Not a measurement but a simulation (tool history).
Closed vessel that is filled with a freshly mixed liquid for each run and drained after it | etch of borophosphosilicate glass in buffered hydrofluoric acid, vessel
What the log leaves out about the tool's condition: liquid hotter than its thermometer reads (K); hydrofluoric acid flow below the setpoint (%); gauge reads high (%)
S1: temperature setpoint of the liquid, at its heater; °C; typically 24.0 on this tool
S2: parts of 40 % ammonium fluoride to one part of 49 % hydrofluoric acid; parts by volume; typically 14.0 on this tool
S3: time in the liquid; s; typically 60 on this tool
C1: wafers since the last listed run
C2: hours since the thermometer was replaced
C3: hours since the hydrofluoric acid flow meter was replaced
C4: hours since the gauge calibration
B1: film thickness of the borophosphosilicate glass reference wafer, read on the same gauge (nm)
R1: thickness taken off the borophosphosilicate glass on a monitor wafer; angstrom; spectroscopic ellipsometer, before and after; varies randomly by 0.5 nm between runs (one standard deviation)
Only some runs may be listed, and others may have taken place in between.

| run | hour | S1 | S2 | S3 | C1 | C2 | C3 | C4 | B1 | R1 |
|---|---|---|---|---|---|---|---|---|---|---|
| 1 | 0.0 | 24.0 | 14.0 | 60 | 0 | 1177.6 | 852.3 | 751.5 | 140.03 | 546.9 |
| 2 | 100.3 | 24.0 | 14.0 | 60 | 6978 | 1277.9 | 952.6 | 851.8 | 139.96 | 552.4 |
| 3 | 158.1 | 24.0 | 14.0 | 60 | 4021 | 1335.7 | 1010.4 | 909.6 | 139.97 | 551.2 |
| 4 | 222.0 | 24.0 | 14.0 | 60 | 4445 | 1399.6 | 1074.3 | 973.5 | 140.02 | 554.1 |
| 5 | 304.6 | 24.0 | 14.0 | 70 | 5746 | 1482.2 | 1156.9 | 1056.1 | 139.99 | 654.0 |
|  | 342.3 | gauge calibrated |
| 6 | 344.0 | 24.0 | 14.0 | 60 | 2741 | 1521.6 | 1196.3 | 1.7 | 140.00 | 547.7 |
| 7 | 381.7 | 27.0 | 14.0 | 35 | 2622 | 1559.3 | 1234.0 | 39.4 | 140.00 | 378.8 |
| 8 | 433.2 | 24.0 | 14.0 | 60 | 3582 | 1610.8 | 1285.5 | 90.9 | 140.00 | 553.7 |
| 9 | 547.1 | 24.0 | 14.0 | 60 | 7924 | 1724.7 | 1399.4 | 204.8 | 139.96 | 544.3 |
| 10 | 592.3 | 24.0 | 14.0 | 60 | 3144 | 1769.9 | 1444.6 | 250.0 | 139.98 | 556.8 |
| 11 | 674.9 | 24.0 | 14.0 | 60 | 5746 | 1852.5 | 1527.2 | 332.6 | 140.01 | 543.3 |
| 12 | 759.0 | 24.0 | 14.0 | 60 | 5851 | 1936.6 | 1611.3 | 416.7 | 139.94 | 557.3 |
| 13 | 856.6 | 29.0 | 14.0 | 35 | 6790 | 2034.2 | 1708.9 | 514.3 | 140.04 | 423.0 |
|  | 932.5 | thermometer replaced |
| 14 | 942.9 | 22.5 | 14.0 | 90 | 5934 | 10.4 | 1795.2 | 600.6 | 140.00 | 764.8 |
| 15 | 1014.4 | 20.5 | 16.0 | 60 | 4974 | 81.9 | 1866.7 | 672.1 | 140.02 | 400.4 |
| 16 | 1063.1 | 24.0 | 14.0 | 60 | 3388 | 130.6 | 1915.4 | 720.8 | 140.00 | 559.0 |
| 17 | 1138.3 | 24.0 | 16.0 | 80 | 5231 | 205.8 | 1990.6 | 796.0 | 140.00 | 645.2 |
|  | 1212.1 | gauge calibrated |
| 18 | 1363.5 | 21.5 | 9.5 | 35 | 15667 | 431.0 | 2215.8 | 151.4 | 139.97 | 405.0 |
|  | 1415.1 | hydrofluoric acid flow meter replaced |
| 19 | 1444.6 | 26.0 | 10.0 | 90 | 5572 | 512.1 | 29.5 | 232.5 | 140.07 | 1287.6 |
| 20 | 1536.7 | 24.0 | 14.0 | 75 | 6407 | 604.2 | 121.6 | 324.6 | 140.04 | 682.3 |
| 21 | 1583.0 | 24.0 | 14.0 | 60 | 3221 | 650.5 | 167.9 | 370.9 | 139.98 | 552.4 |
| 22 | 1684.4 | 27.0 | 9.0 | 95 | 7054 | 751.9 | 269.3 | 472.3 | 140.03 | 1542.6 |
| 23 | 1722.8 | 20.0 | 14.0 | 45 | 2671 | 790.3 | 307.7 | 510.7 | 140.01 | 336.5 |
| 24 | 1760.7 | 22.0 | 17.5 | 45 | 2636 | 828.2 | 345.6 | 548.6 | 140.00 | 294.4 |
| 25 | 1841.2 | 22.0 | 18.0 | 40 | 5600 | 908.7 | 426.1 | 629.1 | 139.99 | 254.4 |

Predict each of these 3 candidate next runs independently; none follows another, all start after run 25:
| A | 1841.9 | 24.0 | 14.0 | 60 | 48 | 909.4 | 426.8 | 629.8 | ? | ? |
| B | 1841.9 | 28.0 | 14.0 | 60 | 48 | 909.4 | 426.8 | 629.8 | ? | ? |
| C | 1841.9 | 28.0 | 19.5 | 80 | 48 | 909.4 | 426.8 | 629.8 | ? | ? |

| run | B1 | R1 |
|---|---|---|
| A | 139.99 | 550.2 |
| B | 139.99 | 681.1 |
| C | 139.99 | 655.1 |
Without the tool's unlogged condition, the same runs would have read:
| run | R1 |
|---|---|
| A | 550.2 |
| B | 681.1 |
| C | 655.1 |
